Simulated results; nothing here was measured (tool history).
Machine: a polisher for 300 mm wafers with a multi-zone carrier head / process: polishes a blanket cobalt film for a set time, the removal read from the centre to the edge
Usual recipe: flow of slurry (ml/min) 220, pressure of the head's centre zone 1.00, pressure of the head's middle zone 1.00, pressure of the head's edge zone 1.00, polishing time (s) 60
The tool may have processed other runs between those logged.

run,hour,flow of slurry (ml/min),pressure of the head's centre zone,pressure of the head's middle zone,pressure of the head's edge zone,polishing time (s),"incoming thickness of the incoming film, nm",film removed at the wafer's centre (Å),film removed at mid-radius (Å),film removed at the wafer's edge (Å)
1,0.0,220,1.00,1.00,1.00,60,1365.1,1963,1938,1983
2,25.0,220,1.00,1.00,1.00,60,1372.7,1941,1932,1942
3,40.4,220,1.00,1.00,1.00,60,1366.3,1914,1881,1894
# hour 55.3: slurry nozzle cleaned
4,72.9,220,1.00,1.00,1.00,72,1371.2,2204,2197,2200
# hour 85.5: worn pad replaced by a new one
5,100.2,220,1.00,1.00,1.00,72,1361.6,2377,2369,2379
6,113.0,220,1.00,1.00,1.00,60,1376.1,1985,1970,1971
7,142.3,220,1.00,1.00,1.00,60,1375.8,1915,1922,1937
8,155.5,220,1.00,1.00,1.00,60,1341.0,1923,1893,1891
# hour 170.2: centre zone pressure recalibrated
9,170.7,220,1.00,0.95,1.00,60,1362.1,1871,1799,1869
10,184.8,190,1.08,1.00,1.00,60,1359.7,1983,1804,1822
# hour 208.5: carrier head's membrane replaced by a new one
11,210.1,250,1.00,1.00,1.00,60,1364.4,1804,1768,1770
# hour 218.4: worn pad replaced by a new one
12,238.1,220,1.04,1.06,0.90,60,1358.0,2088,2071,1890
13,270.5,220,1.00,1.00,1.00,60,1370.6,1977,1947,1974
14,286.3,220,1.00,1.00,1.11,60,1356.7,1936,1931,2024
# hour 302.6: edge zone pressure recalibrated
15,321.2,220,1.00,1.00,1.00,60,1344.0,1853,1839,1819
# hour 347.6: worn pad replaced by a new one
16,354.1,220,1.08,1.00,1.00,60,1357.9,2128,1958,1983
17,377.5,270,0.94,1.11,0.92,60,1354.6,1927,2193,1928
# hour 380.7: slurry nozzle cleaned
18,402.0,255,1.04,1.03,1.04,60,1347.7,2059,2016,1998
19,421.7,170,1.10,0.89,1.07,60,1360.1,2069,1682,1930
20,451.8,270,1.11,1.00,1.04,45,1341.8,1546,1416,1427
21,468.5,220,1.00,1.00,0.93,60,1347.5,1818,1766,1721
# hour 477.4: worn pad replaced by a new one
22,487.9,220,0.96,1.00,1.12,60,1365.9,1843,1878,1999
23,517.3,220,1.00,1.00,1.00,60,1341.4,1927,1845,1882

3 ways to go on from here, each from the tool as it stands after run 23. What would each give?
A,517.7,220,1.00,1.10,1.00,60,1379.2,?,?,?
B,517.7,220,1.00,1.00,0.88,60,1379.2,?,?,?
C,517.7,220,1.07,1.00,1.00,60,1379.2,?,?,?

run,film removed at the wafer's centre (Å),film removed at mid-radius (Å),film removed at the wafer's edge (Å)
A,1913,2010,1865
B,1911,1854,1759
C,2046,1853,1868
Without the tool's unlogged condition, the same runs would have read:
run,film removed at the wafer's centre (Å),film removed at mid-radius (Å),film removed at the wafer's edge (Å)
A,2032,2136,1982
B,2031,1970,1869
C,2174,1969,1985
